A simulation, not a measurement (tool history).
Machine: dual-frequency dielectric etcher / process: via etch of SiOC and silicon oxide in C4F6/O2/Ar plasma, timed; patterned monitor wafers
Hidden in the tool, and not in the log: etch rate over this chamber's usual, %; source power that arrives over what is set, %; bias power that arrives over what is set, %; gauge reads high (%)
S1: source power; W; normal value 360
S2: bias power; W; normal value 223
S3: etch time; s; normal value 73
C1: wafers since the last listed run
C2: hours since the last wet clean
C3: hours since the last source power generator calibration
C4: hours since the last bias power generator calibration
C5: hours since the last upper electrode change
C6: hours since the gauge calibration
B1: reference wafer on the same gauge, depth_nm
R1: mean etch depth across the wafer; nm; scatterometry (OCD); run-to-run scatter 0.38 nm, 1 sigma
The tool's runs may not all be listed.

{"run": 1, "hour": 0.0, "S1": 400, "S2": 223, "S3": 88, "C1": 0, "C2": 135.7, "C3": 2504.1, "C4": 2942.6, "C5": 4924.9, "C6": 213.7, "B1": 91, "R1": 109.4}
{"run": 2, "hour": 31.4, "S1": 310, "S2": 223, "S3": 73, "C1": 373, "C2": 167.1, "C3": 2535.5, "C4": 2974, "C5": 4956.3, "C6": 245.1, "B1": 90.9, "R1": 80.9}
{"run": 3, "hour": 67.2, "S1": 310, "S2": 223, "S3": 73, "C1": 426, "C2": 202.9, "C3": 2571.3, "C4": 3009.8, "C5": 4992.1, "C6": 280.9, "B1": 91, "R1": 81}
{"run": 4, "hour": 83.7, "S1": 320, "S2": 223, "S3": 73, "C1": 196, "C2": 219.4, "C3": 2587.8, "C4": 3026.3, "C5": 5008.6, "C6": 297.4, "B1": 90.9, "R1": 81.5}
{"run": 5, "hour": 106.4, "S1": 320, "S2": 223, "S3": 73, "C1": 270, "C2": 242.1, "C3": 2610.5, "C4": 3049, "C5": 5031.3, "C6": 320.1, "B1": 91, "R1": 81.8}
{"hour": 127.6, "done": "source power generator calibrated"}
{"run": 6, "hour": 128.1, "S1": 360, "S2": 208, "S3": 73, "C1": 210, "C2": 263.8, "C3": 0.5, "C4": 3070.7, "C5": 5053, "C6": 341.8, "B1": 91, "R1": 82.8}
{"hour": 136.3, "done": "bias power generator calibrated"}
{"run": 7, "hour": 148.1, "S1": 360, "S2": 223, "S3": 66, "C1": 190, "C2": 283.8, "C3": 20.5, "C4": 11.8, "C5": 5073, "C6": 361.8, "B1": 91.1, "R1": 77}
{"hour": 177.8, "done": "upper electrode replaced"}
{"run": 8, "hour": 179.0, "S1": 360, "S2": 223, "S3": 73, "C1": 82, "C2": 314.7, "C3": 51.4, "C4": 42.7, "C5": 1.2, "C6": 392.7, "B1": 91.1, "R1": 86.1}
{"run": 9, "hour": 191.1, "S1": 360, "S2": 223, "S3": 73, "C1": 143, "C2": 326.8, "C3": 63.5, "C4": 54.8, "C5": 13.3, "C6": 404.8, "B1": 90.9, "R1": 85.5}
{"run": 10, "hour": 204.0, "S1": 360, "S2": 223, "S3": 57, "C1": 153, "C2": 339.7, "C3": 76.4, "C4": 67.7, "C5": 26.2, "C6": 417.7, "B1": 91, "R1": 67.4}
{"hour": 213.8, "done": "gauge calibrated"}
{"hour": 237.6, "done": "wet clean of the chamber"}
{"run": 11, "hour": 238.1, "S1": 360, "S2": 272, "S3": 60.5, "C1": 120, "C2": 0.5, "C3": 110.5, "C4": 101.8, "C5": 60.3, "C6": 24.3, "B1": 90.8, "R1": 79.1}
{"run": 12, "hour": 256.7, "S1": 400, "S2": 190, "S3": 52, "C1": 221, "C2": 19.1, "C3": 129.1, "C4": 120.4, "C5": 78.9, "C6": 42.9, "B1": 90.9, "R1": 60.7}
{"run": 13, "hour": 291.1, "S1": 360, "S2": 201, "S3": 63.5, "C1": 409, "C2": 53.5, "C3": 163.5, "C4": 154.8, "C5": 113.3, "C6": 77.3, "B1": 91.1, "R1": 72.3}
{"run": 14, "hour": 306.7, "S1": 400, "S2": 223, "S3": 73, "C1": 185, "C2": 69.1, "C3": 179.1, "C4": 170.4, "C5": 128.9, "C6": 92.9, "B1": 91, "R1": 91}
{"run": 15, "hour": 329.3, "S1": 360, "S2": 223, "S3": 57, "C1": 268, "C2": 91.7, "C3": 201.7, "C4": 193, "C5": 151.5, "C6": 115.5, "B1": 91, "R1": 67.5}
{"run": 16, "hour": 353.5, "S1": 360, "S2": 223, "S3": 51, "C1": 287, "C2": 115.9, "C3": 225.9, "C4": 217.2, "C5": 175.7, "C6": 139.7, "B1": 90.8, "R1": 60.3}
{"run": 17, "hour": 373.1, "S1": 280, "S2": 263, "S3": 64.5, "C1": 233, "C2": 135.5, "C3": 245.5, "C4": 236.8, "C5": 195.3, "C6": 159.3, "B1": 90.9, "R1": 74.1}

Had the tool no unlogged condition, and each run kept its random variation, what would the results have been?
run=1 R1=110.4
run=2 R1=81.8
run=3 R1=82.1
run=4 R1=82.7
run=5 R1=83
run=6 R1=84.1
run=7 R1=78.4
run=8 R1=87.8
run=9 R1=87.2
run=10 R1=68.7
run=11 R1=78.9
run=12 R1=60.7
run=13 R1=72.4
run=14 R1=91.2
run=15 R1=67.7
run=16 R1=60.6
run=17 R1=74.5
